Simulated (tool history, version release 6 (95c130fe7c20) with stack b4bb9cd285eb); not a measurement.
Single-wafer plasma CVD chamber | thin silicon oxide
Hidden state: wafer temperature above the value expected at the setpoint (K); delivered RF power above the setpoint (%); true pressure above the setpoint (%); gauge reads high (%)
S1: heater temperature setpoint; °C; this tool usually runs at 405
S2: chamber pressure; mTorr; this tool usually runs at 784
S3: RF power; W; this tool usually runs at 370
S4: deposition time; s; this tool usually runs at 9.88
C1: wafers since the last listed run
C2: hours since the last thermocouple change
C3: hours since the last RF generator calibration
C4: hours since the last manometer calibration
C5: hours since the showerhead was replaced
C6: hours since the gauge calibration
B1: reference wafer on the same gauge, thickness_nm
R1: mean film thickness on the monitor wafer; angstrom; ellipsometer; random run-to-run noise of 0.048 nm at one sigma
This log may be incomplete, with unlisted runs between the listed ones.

run 1 hour=0 | S1=405 S2=784 S3=370 S4=9.88 | C1=0 C2=2404.4 C3=907.4 C4=2230.4 C5=2831.4 C6=201.8 | B1=19.304 | R1=222.77
run 2 hour=29.8 | S1=405 S2=784 S3=415 S4=9.88 | C1=1353 C2=2434.2 C3=937.2 C4=2260.2 C5=2861.2 C6=231.6 | B1=19.295 | R1=230.7
run 3 hour=61.3 | S1=405 S2=784 S3=370 S4=9.88 | C1=1430 C2=2465.7 C3=968.7 C4=2291.7 C5=2892.7 C6=263.1 | B1=19.313 | R1=223.61
run 4 hour=76.8 | S1=405 S2=784 S3=370 S4=9.88 | C1=703 C2=2481.2 C3=984.2 C4=2307.2 C5=2908.2 C6=278.6 | B1=19.29 | R1=223.52
run 5 hour=102 | S1=405 S2=784 S3=370 S4=9.88 | C1=1144 C2=2506.4 C3=1009.4 C4=2332.4 C5=2933.4 C6=303.8 | B1=19.3 | R1=223.18
run 6 hour=123.9 | S1=405 S2=784 S3=370 S4=9.88 | C1=994 C2=2528.3 C3=1031.3 C4=2354.3 C5=2955.3 C6=325.7 | B1=19.295 | R1=222.79
run 7 hour=145.8 | S1=416 S2=784 S3=370 S4=8.83 | C1=994 C2=2550.2 C3=1053.2 C4=2376.2 C5=2977.2 C6=347.6 | B1=19.32 | R1=197.82
run 8 hour=167.4 | S1=405 S2=784 S3=370 S4=9.88 | C1=980 C2=2571.8 C3=1074.8 C4=2397.8 C5=2998.8 C6=369.2 | B1=19.295 | R1=222.24
run 9 hour=179.6 | S1=405 S2=784 S3=370 S4=9.88 | C1=553 C2=2584 C3=1087 C4=2410 C5=3011 C6=381.4 | B1=19.3 | R1=222.45
-- hour=195.6 RF generator calibrated
run 10 hour=204.9 | S1=405 S2=784 S3=370 S4=10.8 | C1=785 C2=2609.3 C3=9.3 C4=2435.3 C5=3036.3 C6=406.7 | B1=19.301 | R1=249.25
run 11 hour=220.7 | S1=405 S2=784 S3=370 S4=10.8 | C1=717 C2=2625.1 C3=25.1 C4=2451.1 C5=3052.1 C6=422.5 | B1=19.294 | R1=249.5
run 12 hour=242.2 | S1=405 S2=784 S3=370 S4=10.8 | C1=976 C2=2646.6 C3=46.6 C4=2472.6 C5=3073.6 C6=444 | B1=19.298 | R1=249.36
run 13 hour=269.7 | S1=405 S2=720 S3=370 S4=9.88 | C1=1248 C2=2674.1 C3=74.1 C4=2500.1 C5=3101.1 C6=471.5 | B1=19.294 | R1=217.45
-- hour=290.2 thermocouple changed; heater temperature recalibrated
run 14 hour=291.9 | S1=405 S2=784 S3=370 S4=10.8 | C1=644 C2=1.7 C3=96.3 C4=2522.3 C5=3123.3 C6=493.7 | B1=19.3 | R1=249.81
-- hour=299.8 gauge calibrated
-- hour=323.6 capacitance manometer re-zeroed and calibrated
run 15 hour=325.1 | S1=405 S2=784 S3=415 S4=9.88 | C1=1144 C2=34.9 C3=129.5 C4=1.5 C5=3156.5 C6=25.3 | B1=19.3 | R1=226.15
run 16 hour=352.3 | S1=405 S2=723 S3=305 S4=11.77 | C1=1235 C2=62.1 C3=156.7 C4=28.7 C5=3183.7 C6=52.5 | B1=19.307 | R1=236.33
-- hour=373.7 showerhead replaced
run 17 hour=379.9 | S1=405 S2=723 S3=305 S4=11.77 | C1=889 C2=89.7 C3=184.3 C4=56.3 C5=6.2 C6=80.1 | B1=19.299 | R1=236.65
run 18 hour=411.2 | S1=405 S2=889 S3=370 S4=11.04 | C1=1421 C2=121 C3=215.6 C4=87.6 C5=37.5 C6=111.4 | B1=19.309 | R1=262.18
run 19 hour=431.3 | S1=400 S2=868 S3=410 S4=11.43 | C1=912 C2=141.1 C3=235.7 C4=107.7 C5=57.6 C6=131.5 | B1=19.296 | R1=277.22
run 20 hour=450.6 | S1=416 S2=784 S3=400 S4=8.11 | C1=876 C2=160.4 C3=255 C4=127 C5=76.9 C6=150.8 | B1=19.292 | R1=182.99
run 21 hour=468.6 | S1=399 S2=918 S3=370 S4=8.89 | C1=817 C2=178.4 C3=273 C4=145 C5=94.9 C6=168.8 | B1=19.315 | R1=215.7
run 22 hour=547.8 | S1=405 S2=784 S3=370 S4=9.88 | C1=3596 C2=257.6 C3=352.2 C4=224.2 C5=174.1 C6=248 | B1=19.287 | R1=219.54
run 23 hour=572.3 | S1=395 S2=851 S3=370 S4=9.88 | C1=1112 C2=282.1 C3=376.7 C4=248.7 C5=198.6 C6=272.5 | B1=19.299 | R1=230.6
run 24 hour=597.8 | S1=420 S2=686 S3=320 S4=10.72 | C1=1157 C2=307.6 C3=402.2 C4=274.2 C5=224.1 C6=298 | B1=19.316 | R1=210.32
run 25 hour=620.9 | S1=416 S2=784 S3=370 S4=8.83 | C1=1048 C2=330.7 C3=425.3 C4=297.3 C5=247.2 C6=321.1 | B1=19.287 | R1=194.91
run 26 hour=641.9 | S1=416 S2=784 S3=395 S4=10.97 | C1=953 C2=351.7 C3=446.3 C4=318.3 C5=268.2 C6=342.1 | B1=19.305 | R1=245.42

Per-run results on a tool with no hidden state, each run keeping its own random variation:
run=1 R1=218.84
run=2 R1=226.48
run=3 R1=219.72
run=4 R1=219.65
run=5 R1=219.34
run=6 R1=218.98
run=7 R1=194.45
run=8 R1=218.48
run=9 R1=218.7
run=10 R1=239.36
run=11 R1=239.61
run=12 R1=239.48
run=13 R1=208.76
run=14 R1=239.93
run=15 R1=226.09
run=16 R1=236.32
run=17 R1=236.66
run=18 R1=262.29
run=19 R1=277.35
run=20 R1=182.96
run=21 R1=215.83
run=22 R1=219.53
run=23 R1=230.76
run=24 R1=210.36
run=25 R1=194.92
run=26 R1=245.44

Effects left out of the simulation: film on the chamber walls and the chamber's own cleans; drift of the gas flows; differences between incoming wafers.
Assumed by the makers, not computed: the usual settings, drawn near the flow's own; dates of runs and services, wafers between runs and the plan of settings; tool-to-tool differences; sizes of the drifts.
